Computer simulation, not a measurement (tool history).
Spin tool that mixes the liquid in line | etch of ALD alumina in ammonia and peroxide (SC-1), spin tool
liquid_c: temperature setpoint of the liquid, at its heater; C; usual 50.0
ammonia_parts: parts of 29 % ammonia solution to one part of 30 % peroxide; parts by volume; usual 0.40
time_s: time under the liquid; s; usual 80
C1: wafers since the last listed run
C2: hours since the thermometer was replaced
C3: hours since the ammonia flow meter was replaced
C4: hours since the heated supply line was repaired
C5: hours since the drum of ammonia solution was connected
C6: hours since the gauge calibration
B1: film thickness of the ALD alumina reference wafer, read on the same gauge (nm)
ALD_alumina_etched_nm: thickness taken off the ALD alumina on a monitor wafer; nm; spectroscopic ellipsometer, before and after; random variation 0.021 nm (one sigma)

run 1 hour=0.0 | liquid_c=50.0 ammonia_parts=0.40 time_s=80 | C1=0 C2=991.9 C3=1155.2 C4=731.2 C5=537.4 C6=1922.2 | B1=90.02 | ALD_alumina_etched_nm=5.95
run 2 hour=43.6 | liquid_c=50.0 ammonia_parts=0.40 time_s=80 | C1=485 C2=1035.5 C3=1198.8 C4=774.8 C5=581.0 C6=1965.8 | B1=90.01 | ALD_alumina_etched_nm=5.90
-- hour=108.0 new drum of ammonia solution connected
run 3 hour=116.5 | liquid_c=57.0 ammonia_parts=0.40 time_s=80 | C1=801 C2=1108.4 C3=1271.7 C4=847.7 C5=8.5 C6=2038.7 | B1=90.05 | ALD_alumina_etched_nm=8.56
run 4 hour=198.1 | liquid_c=57.0 ammonia_parts=0.40 time_s=80 | C1=909 C2=1190.0 C3=1353.3 C4=929.3 C5=90.1 C6=2120.3 | B1=90.01 | ALD_alumina_etched_nm=8.54
-- hour=208.8 thermometer replaced
run 5 hour=265.6 | liquid_c=50.0 ammonia_parts=0.40 time_s=80 | C1=741 C2=56.8 C3=1420.8 C4=996.8 C5=157.6 C6=2187.8 | B1=90.00 | ALD_alumina_etched_nm=5.89
run 6 hour=330.9 | liquid_c=50.0 ammonia_parts=0.40 time_s=80 | C1=727 C2=122.1 C3=1486.1 C4=1062.1 C5=222.9 C6=2253.1 | B1=89.99 | ALD_alumina_etched_nm=5.85
run 7 hour=404.7 | liquid_c=50.0 ammonia_parts=0.40 time_s=80 | C1=822 C2=195.9 C3=1559.9 C4=1135.9 C5=296.7 C6=2326.9 | B1=90.04 | ALD_alumina_etched_nm=5.88
run 8 hour=502.3 | liquid_c=50.0 ammonia_parts=0.40 time_s=80 | C1=1087 C2=293.5 C3=1657.5 C4=1233.5 C5=394.3 C6=2424.5 | B1=89.99 | ALD_alumina_etched_nm=5.93
run 9 hour=588.2 | liquid_c=50.0 ammonia_parts=0.40 time_s=120 | C1=957 C2=379.4 C3=1743.4 C4=1319.4 C5=480.2 C6=2510.4 | B1=90.03 | ALD_alumina_etched_nm=8.89
-- hour=613.6 ammonia flow meter replaced
-- hour=678.5 new drum of ammonia solution connected
run 10 hour=680.0 | liquid_c=54.0 ammonia_parts=0.45 time_s=80 | C1=1000 C2=471.2 C3=66.4 C4=1411.2 C5=1.5 C6=2602.2 | B1=89.99 | ALD_alumina_etched_nm=7.44
-- hour=734.9 gauge calibrated
run 11 hour=752.8 | liquid_c=53.0 ammonia_parts=0.40 time_s=80 | C1=811 C2=544.0 C3=139.2 C4=1484.0 C5=74.3 C6=17.9 | B1=90.02 | ALD_alumina_etched_nm=6.98
run 12 hour=798.1 | liquid_c=50.0 ammonia_parts=0.40 time_s=80 | C1=504 C2=589.3 C3=184.5 C4=1529.3 C5=119.6 C6=63.2 | B1=89.97 | ALD_alumina_etched_nm=5.92
run 13 hour=899.6 | liquid_c=58.0 ammonia_parts=0.50 time_s=95 | C1=1131 C2=690.8 C3=286.0 C4=1630.8 C5=221.1 C6=164.7 | B1=90.02 | ALD_alumina_etched_nm=10.92
run 14 hour=990.9 | liquid_c=50.0 ammonia_parts=0.25 time_s=30 | C1=1017 C2=782.1 C3=377.3 C4=1722.1 C5=312.4 C6=256.0 | B1=90.01 | ALD_alumina_etched_nm=2.13
-- hour=992.3 heated supply line repaired
run 15 hour=1094.8 | liquid_c=50.0 ammonia_parts=0.40 time_s=80 | C1=1146 C2=886.0 C3=481.2 C4=102.5 C5=416.3 C6=359.9 | B1=90.04 | ALD_alumina_etched_nm=5.90
run 16 hour=1201.9 | liquid_c=50.0 ammonia_parts=0.40 time_s=80 | C1=1193 C2=993.1 C3=588.3 C4=209.6 C5=523.4 C6=467.0 | B1=89.97 | ALD_alumina_etched_nm=5.90
-- hour=1240.5 new drum of ammonia solution connected
-- hour=1292.1 thermometer replaced
run 17 hour=1303.7 | liquid_c=50.0 ammonia_parts=0.40 time_s=80 | C1=1112 C2=11.6 C3=690.1 C4=311.4 C5=63.2 C6=568.8 | B1=89.98 | ALD_alumina_etched_nm=5.88
run 18 hour=1343.4 | liquid_c=50.0 ammonia_parts=0.40 time_s=80 | C1=442 C2=51.3 C3=729.8 C4=351.1 C5=102.9 C6=608.5 | B1=90.00 | ALD_alumina_etched_nm=5.92
run 19 hour=1395.0 | liquid_c=45.0 ammonia_parts=0.40 time_s=90 | C1=575 C2=102.9 C3=781.4 C4=402.7 C5=154.5 C6=660.1 | B1=90.02 | ALD_alumina_etched_nm=5.01
run 20 hour=1468.4 | liquid_c=50.0 ammonia_parts=0.40 time_s=80 | C1=818 C2=176.3 C3=854.8 C4=476.1 C5=227.9 C6=733.5 | B1=90.05 | ALD_alumina_etched_nm=5.90
run 21 hour=1532.2 | liquid_c=50.0 ammonia_parts=0.30 time_s=45 | C1=711 C2=240.1 C3=918.6 C4=539.9 C5=291.7 C6=797.3 | B1=90.00 | ALD_alumina_etched_nm=3.24
run 22 hour=1584.2 | liquid_c=50.0 ammonia_parts=0.60 time_s=80 | C1=579 C2=292.1 C3=970.6 C4=591.9 C5=343.7 C6=849.3 | B1=89.98 | ALD_alumina_etched_nm=6.15
run 23 hour=1654.8 | liquid_c=53.0 ammonia_parts=0.50 time_s=35 | C1=786 C2=362.7 C3=1041.2 C4=662.5 C5=414.3 C6=919.9 | B1=90.01 | ALD_alumina_etched_nm=3.11
run 24 hour=1753.1 | liquid_c=59.0 ammonia_parts=0.25 time_s=80 | C1=1095 C2=461.0 C3=1139.5 C4=760.8 C5=512.6 C6=1018.2 | B1=89.99 | ALD_alumina_etched_nm=9.13
run 25 hour=1821.7 | liquid_c=46.5 ammonia_parts=0.25 time_s=110 | C1=764 C2=529.6 C3=1208.1 C4=829.4 C5=581.2 C6=1086.8 | B1=89.98 | ALD_alumina_etched_nm=6.38
-- hour=1840.7 new drum of ammonia solution connected
run 26 hour=1881.0 | liquid_c=50.0 ammonia_parts=0.40 time_s=80 | C1=649 C2=588.9 C3=1267.4 C4=888.7 C5=40.3 C6=1146.1 | B1=90.02 | ALD_alumina_etched_nm=5.89

3 ways to go on from here, each from the tool as it stands after run 26. What would each give?
run A hour=1881.4 | liquid_c=58.0 ammonia_parts=0.40 time_s=80 | C1=4 C2=589.3 C3=1267.8 C4=889.1 C5=40.7 C6=1146.5 | B1=? | ALD_alumina_etched_nm=?
run B hour=1881.4 | liquid_c=50.0 ammonia_parts=0.25 time_s=80 | C1=4 C2=589.3 C3=1267.8 C4=889.1 C5=40.7 C6=1146.5 | B1=? | ALD_alumina_etched_nm=?
run C hour=1881.4 | liquid_c=50.0 ammonia_parts=0.45 time_s=80 | C1=4 C2=589.3 C3=1267.8 C4=889.1 C5=40.7 C6=1146.5 | B1=? | ALD_alumina_etched_nm=?

run=A B1=89.99 ALD_alumina_etched_nm=9.09
run=B B1=89.99 ALD_alumina_etched_nm=5.66
run=C B1=89.99 ALD_alumina_etched_nm=5.99
Without the tool's hidden state the same runs would have given:
run=A ALD_alumina_etched_nm=9.09
run=B ALD_alumina_etched_nm=5.66
run=C ALD_alumina_etched_nm=5.99
